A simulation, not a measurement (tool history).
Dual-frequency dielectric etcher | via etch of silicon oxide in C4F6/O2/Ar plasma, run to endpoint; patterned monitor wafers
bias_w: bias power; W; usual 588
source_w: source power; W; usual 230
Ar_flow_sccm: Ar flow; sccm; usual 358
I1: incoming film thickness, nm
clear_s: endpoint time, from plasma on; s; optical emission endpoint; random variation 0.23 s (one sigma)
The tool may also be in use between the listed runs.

Run 1, day 0: usual settings but bias_w 651 W, Ar_flow_sccm 422 sccm; I1 183.1. Result: clear_s 41.9 s.
Run 2, day 0.521: usual settings but bias_w 651 W, Ar_flow_sccm 422 sccm; I1 184.5. Result: clear_s 42.3 s.
Run 3, day 1.25: usual settings; I1 186.1. Result: clear_s 44.6 s.
Run 4, day 1.858: usual settings but source_w 190 W; I1 186.2. Result: clear_s 48.1 s.
Run 5, day 2.583: usual settings but source_w 190 W; I1 184.5. Result: clear_s 48 s.
Run 6, day 3.104: usual settings; I1 184.4. Result: clear_s 43.9 s.
Run 7, day 3.504: usual settings; I1 183.7. Result: clear_s 43.7 s.
At day 4.875: wet clean of the chamber.
Run 8, day 4.896: usual settings; I1 185.1. Result: clear_s 45.8 s.
Run 9, day 4.908: usual settings; I1 183.2. Result: clear_s 45.6 s.
Run 10, day 5.579: usual settings; I1 184.9. Result: clear_s 45.7 s.
Run 11, day 5.921: usual settings; I1 182. Result: clear_s 45.4 s.
Run 12, day 6.462: usual settings; I1 185.1. Result: clear_s 45.7 s.
At day 6.638: bias power generator calibrated.
Run 13, day 6.938: usual settings; I1 185.5. Result: clear_s 45.8 s.
Run 14, day 7.458: usual settings; I1 180.9. Result: clear_s 44.8 s.
At day 7.804: Ar flow controller replaced.
At day 8.629: source power generator calibrated.
At day 8.883: upper electrode replaced, of another model than before.
Run 15, day 8.904: usual settings but bias_w 724 W, Ar_flow_sccm 330 sccm; I1 182.6. Result: clear_s 40.2 s.
Run 16, day 8.921: usual settings but bias_w 447 W, source_w 210 W, Ar_flow_sccm 413 sccm; I1 184. Result: clear_s 54.1 s.
Run 17, day 9.238: usual settings but bias_w 730 W; I1 183. Result: clear_s 39.9 s.
Run 18, day 9.575: usual settings but bias_w 731 W, Ar_flow_sccm 382 sccm; I1 183.3. Result: clear_s 40.6 s.
Run 19, day 9.938: usual settings but bias_w 653 W, Ar_flow_sccm 312 sccm; I1 183.8. Result: clear_s 41.5 s.
Run 20, day 10.546: usual settings but Ar_flow_sccm 419 sccm; I1 184.5. Result: clear_s 45.8 s.
Run 21, day 11.029: usual settings; I1 185. Result: clear_s 45.1 s.
Run 22, day 11.542: usual settings but bias_w 542 W, source_w 210 W, Ar_flow_sccm 304 sccm; I1 184.4. Result: clear_s 47.3 s.
Run 23, day 12.229: usual settings; I1 182.4. Result: clear_s 44.2 s.
Run 24, day 12.875: usual settings but Ar_flow_sccm 332 sccm; I1 183.5. Result: clear_s 44.5 s.
Run 25, day 13.258: usual settings but bias_w 447 W, source_w 210 W, Ar_flow_sccm 413 sccm; I1 182.7. Result: clear_s 53 s.
Run 26, day 13.85: usual settings; I1 182.5. Result: clear_s 44.5 s.
Run 27, day 14.271: usual settings; I1 183.5. Result: clear_s 44.3 s.
Run 28, day 14.712: usual settings but bias_w 542 W, source_w 210 W, Ar_flow_sccm 304 sccm; I1 184. Result: clear_s 46.7 s.
Run 29, day 15.229: usual settings but bias_w 510 W; I1 184.2. Result: clear_s 47.7 s.

4 ways to go on from here, each from the tool as it stands after run 29. What would each give?
Run A, day 15.246: usual settings; I1 184.4. Result: clear_s ?.
Run B, day 15.246: usual settings but bias_w 695 W; I1 184.4. Result: clear_s ?.
Run C, day 15.246: usual settings but bias_w 627 W, source_w 180 W, Ar_flow_sccm 334 sccm; I1 184.4. Result: clear_s ?.
Run D, day 15.246: usual settings but source_w 180 W, Ar_flow_sccm 390 sccm; I1 184.4. Result: clear_s ?.

run  clear_s
  A     43.9
  B     40.4
  C     45.5
  D     47.8
Without the tool's hidden state the same runs would have given:
run  clear_s
  A     45.5
  B     41.9
  C     47.2
  D     49.6
